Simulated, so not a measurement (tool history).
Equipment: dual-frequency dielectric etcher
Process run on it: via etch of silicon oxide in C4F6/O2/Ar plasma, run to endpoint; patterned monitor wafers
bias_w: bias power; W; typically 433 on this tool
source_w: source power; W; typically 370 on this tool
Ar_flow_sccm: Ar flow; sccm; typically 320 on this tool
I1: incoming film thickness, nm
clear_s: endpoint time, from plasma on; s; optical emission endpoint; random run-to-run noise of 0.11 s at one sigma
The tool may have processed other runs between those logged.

run 1 day=0 | bias_w=433 source_w=370 Ar_flow_sccm=320 | I1=131.3 | clear_s=36.1
run 2 day=2.758 | bias_w=433 source_w=370 Ar_flow_sccm=370 | I1=131.8 | clear_s=37.1
run 3 day=5.021 | bias_w=433 source_w=370 Ar_flow_sccm=269 | I1=131.9 | clear_s=36.2
run 4 day=6.908 | bias_w=433 source_w=370 Ar_flow_sccm=269 | I1=131.5 | clear_s=36.2
run 5 day=8.85 | bias_w=433 source_w=420 Ar_flow_sccm=368 | I1=131.8 | clear_s=34.5
run 6 day=10.767 | bias_w=433 source_w=420 Ar_flow_sccm=368 | I1=133 | clear_s=34.8
run 7 day=12.608 | bias_w=433 source_w=420 Ar_flow_sccm=368 | I1=131.3 | clear_s=34.6
-- day=14.342 upper electrode replaced
run 8 day=15.421 | bias_w=433 source_w=370 Ar_flow_sccm=320 | I1=131.2 | clear_s=36.7
run 9 day=16.538 | bias_w=433 source_w=370 Ar_flow_sccm=320 | I1=132.2 | clear_s=37.4
run 10 day=17.633 | bias_w=433 source_w=370 Ar_flow_sccm=320 | I1=131.5 | clear_s=37
-- day=20.254 wet clean of the chamber
run 11 day=20.275 | bias_w=491 source_w=330 Ar_flow_sccm=320 | I1=132.1 | clear_s=37.3

Run 12, settings as shown, results not yet in. Your forecast:
run 12 day=21.762 | bias_w=433 source_w=370 Ar_flow_sccm=320 | I1=132.1 | clear_s=?

clear_s: 36.5 s
With the hidden condition absent and the run-to-run variation left alone, this run would have shown clear_s 36.3 s.
